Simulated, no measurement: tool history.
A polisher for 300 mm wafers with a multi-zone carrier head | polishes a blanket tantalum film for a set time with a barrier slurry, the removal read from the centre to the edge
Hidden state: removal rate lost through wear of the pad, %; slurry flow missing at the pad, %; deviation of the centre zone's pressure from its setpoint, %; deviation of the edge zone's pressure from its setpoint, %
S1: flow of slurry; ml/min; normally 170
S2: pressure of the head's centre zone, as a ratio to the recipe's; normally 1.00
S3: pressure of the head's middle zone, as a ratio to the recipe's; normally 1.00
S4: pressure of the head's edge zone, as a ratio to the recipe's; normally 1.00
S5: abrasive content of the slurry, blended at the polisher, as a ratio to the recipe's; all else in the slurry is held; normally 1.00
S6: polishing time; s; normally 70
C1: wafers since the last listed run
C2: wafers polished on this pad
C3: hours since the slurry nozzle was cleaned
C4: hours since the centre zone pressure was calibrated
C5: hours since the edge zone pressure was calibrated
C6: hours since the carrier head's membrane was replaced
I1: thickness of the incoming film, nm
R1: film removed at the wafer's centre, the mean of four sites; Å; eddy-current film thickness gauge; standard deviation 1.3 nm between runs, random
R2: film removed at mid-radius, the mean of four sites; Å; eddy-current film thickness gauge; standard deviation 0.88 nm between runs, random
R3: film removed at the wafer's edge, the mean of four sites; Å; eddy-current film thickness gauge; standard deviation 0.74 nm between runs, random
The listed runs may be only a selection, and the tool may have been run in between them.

run 1 hour=0.0 | S1=170 S2=1.00 S3=0.96 S4=0.94 S5=1.00 S6=70 | C1=0 C2=208 C3=645.0 C4=330.1 C5=537.9 C6=783.3 | I1=285.8 | R1=863 R2=926 R3=942
run 2 hour=15.6 | S1=170 S2=1.12 S3=1.00 S4=1.00 S5=1.00 S6=53 | C1=193 C2=402 C3=660.6 C4=345.7 C5=553.5 C6=798.9 | I1=279.3 | R1=738 R2=730 R3=735
-- hour=21.7 carrier head's membrane replaced by a new one
run 3 hour=28.4 | S1=205 S2=1.00 S3=0.96 S4=0.96 S5=1.00 S6=48 | C1=96 C2=498 C3=673.4 C4=358.5 C5=566.3 C6=6.7 | I1=283.8 | R1=623 R2=656 R3=658
run 4 hour=40.4 | S1=170 S2=1.00 S3=0.90 S4=1.00 S5=1.00 S6=70 | C1=148 C2=647 C3=685.4 C4=370.5 C5=578.3 C6=18.7 | I1=281.6 | R1=873 R2=899 R3=969
-- hour=49.6 slurry nozzle cleaned
run 5 hour=50.2 | S1=170 S2=1.00 S3=1.00 S4=1.00 S5=1.00 S6=70 | C1=109 C2=756 C3=0.6 C4=380.3 C5=588.1 C6=28.5 | I1=284.9 | R1=854 R2=954 R3=975
run 6 hour=66.5 | S1=185 S2=1.00 S3=1.00 S4=1.04 S5=1.30 S6=60 | C1=201 C2=958 C3=16.9 C4=396.6 C5=604.4 C6=44.8 | I1=281.8 | R1=803 R2=894 R3=931
-- hour=72.2 edge zone pressure recalibrated
run 7 hour=80.2 | S1=170 S2=0.94 S3=1.00 S4=1.00 S5=1.00 S6=70 | C1=144 C2=1103 C3=30.6 C4=410.3 C5=8.0 C6=58.5 | I1=277.6 | R1=802 R2=938 R3=959
run 8 hour=86.9 | S1=170 S2=1.00 S3=1.00 S4=1.00 S5=1.00 S6=54 | C1=83 C2=1186 C3=37.3 C4=417.0 C5=14.7 C6=65.2 | I1=277.4 | R1=659 R2=740 R3=750
-- hour=95.1 worn pad replaced by a new one
run 9 hour=95.9 | S1=170 S2=1.00 S3=0.91 S4=1.11 S5=1.00 S6=49 | C1=61 C2=9 C3=46.3 C4=426.0 C5=23.7 C6=74.2 | I1=280.0 | R1=589 R2=616 R3=723
run 10 hour=109.8 | S1=170 S2=1.00 S3=1.00 S4=1.00 S5=1.00 S6=70 | C1=172 C2=181 C3=60.2 C4=439.9 C5=37.6 C6=88.1 | I1=275.9 | R1=837 R2=954 R3=974
run 11 hour=120.8 | S1=170 S2=1.00 S3=1.00 S4=1.00 S5=0.90 S6=53 | C1=136 C2=318 C3=71.2 C4=450.9 C5=48.6 C6=99.1 | I1=279.9 | R1=623 R2=692 R3=714
-- hour=127.1 centre zone pressure recalibrated
run 12 hour=134.2 | S1=170 S2=1.00 S3=1.00 S4=1.09 S5=1.25 S6=70 | C1=141 C2=459 C3=84.6 C4=7.1 C5=62.0 C6=112.5 | I1=277.2 | R1=1036 R2=1010 R3=1081
run 13 hour=143.9 | S1=135 S2=1.10 S3=1.00 S4=1.04 S5=1.00 S6=70 | C1=120 C2=579 C3=94.3 C4=16.8 C5=71.7 C6=122.2 | I1=278.6 | R1=990 R2=918 R3=956
run 14 hour=160.4 | S1=170 S2=1.00 S3=1.00 S4=1.04 S5=0.70 S6=70 | C1=204 C2=783 C3=110.8 C4=33.3 C5=88.2 C6=138.7 | I1=284.6 | R1=850 R2=831 R3=870
run 15 hour=166.5 | S1=170 S2=0.93 S3=0.95 S4=1.00 S5=1.20 S6=80 | C1=75 C2=859 C3=116.9 C4=39.4 C5=94.3 C6=144.8 | I1=277.3 | R1=1080 R2=1105 R3=1174
run 16 hour=178.7 | S1=170 S2=1.00 S3=1.00 S4=1.00 S5=1.00 S6=70 | C1=151 C2=1010 C3=129.1 C4=51.6 C5=106.5 C6=157.0 | I1=281.5 | R1=977 R2=959 R3=983
-- hour=187.8 worn pad replaced by a new one
run 17 hour=190.2 | S1=225 S2=1.00 S3=1.00 S4=0.93 S5=1.00 S6=70 | C1=92 C2=30 C3=140.6 C4=63.1 C5=118.0 C6=168.5 | I1=280.0 | R1=1004 R2=1005 R3=964
run 18 hour=204.5 | S1=170 S2=1.00 S3=1.00 S4=1.00 S5=1.00 S6=70 | C1=177 C2=207 C3=154.9 C4=77.4 C5=132.3 C6=182.8 | I1=282.3 | R1=955 R2=948 R3=969
run 19 hour=215.1 | S1=210 S2=1.00 S3=1.05 S4=1.00 S5=1.00 S6=70 | C1=131 C2=338 C3=165.5 C4=88.0 C5=142.9 C6=193.4 | I1=279.1 | R1=971 R2=1033 R3=987
run 20 hour=228.0 | S1=170 S2=1.00 S3=1.00 S4=1.00 S5=1.00 S6=70 | C1=159 C2=498 C3=178.4 C4=100.9 C5=155.8 C6=206.3 | I1=284.2 | R1=949 R2=976 R3=969
run 21 hour=234.2 | S1=170 S2=1.00 S3=1.00 S4=1.00 S5=1.00 S6=57 | C1=76 C2=575 C3=184.6 C4=107.1 C5=162.0 C6=212.5 | I1=282.0 | R1=759 R2=783 R3=787
run 22 hour=243.0 | S1=170 S2=1.00 S3=1.05 S4=1.10 S5=1.00 S6=70 | C1=109 C2=684 C3=193.4 C4=115.9 C5=170.8 C6=221.3 | I1=279.4 | R1=908 R2=985 R3=1002
run 23 hour=257.8 | S1=170 S2=1.00 S3=0.90 S4=1.00 S5=1.00 S6=70 | C1=183 C2=867 C3=208.2 C4=130.7 C5=185.6 C6=236.1 | I1=275.9 | R1=933 R2=877 R3=968

3 ways to go on from here, each from the tool as it stands after run 23. What would each give?
run A hour=258.2 | S1=210 S2=1.00 S3=1.00 S4=1.00 S5=1.00 S6=70 | C1=4 C2=872 C3=208.6 C4=131.1 C5=186.0 C6=236.5 | I1=279.2 | R1=? R2=? R3=?
run B hour=258.2 | S1=170 S2=0.96 S3=1.05 S4=1.00 S5=1.00 S6=70 | C1=4 C2=872 C3=208.6 C4=131.1 C5=186.0 C6=236.5 | I1=279.2 | R1=? R2=? R3=?
run C hour=258.2 | S1=170 S2=1.00 S3=1.00 S4=1.11 S5=1.00 S6=70 | C1=4 C2=872 C3=208.6 C4=131.1 C5=186.0 C6=236.5 | I1=279.2 | R1=? R2=? R3=?

run=A R1=964 R2=993 R3=999
run=B R1=891 R2=998 R3=973
run=C R1=927 R2=959 R3=1025
The same runs, with their run-to-run variation unchanged, on a tool lacking any hidden condition would have given:
run=A R1=991 R2=993 R3=999
run=B R1=916 R2=998 R3=973
run=C R1=953 R2=958 R3=1025

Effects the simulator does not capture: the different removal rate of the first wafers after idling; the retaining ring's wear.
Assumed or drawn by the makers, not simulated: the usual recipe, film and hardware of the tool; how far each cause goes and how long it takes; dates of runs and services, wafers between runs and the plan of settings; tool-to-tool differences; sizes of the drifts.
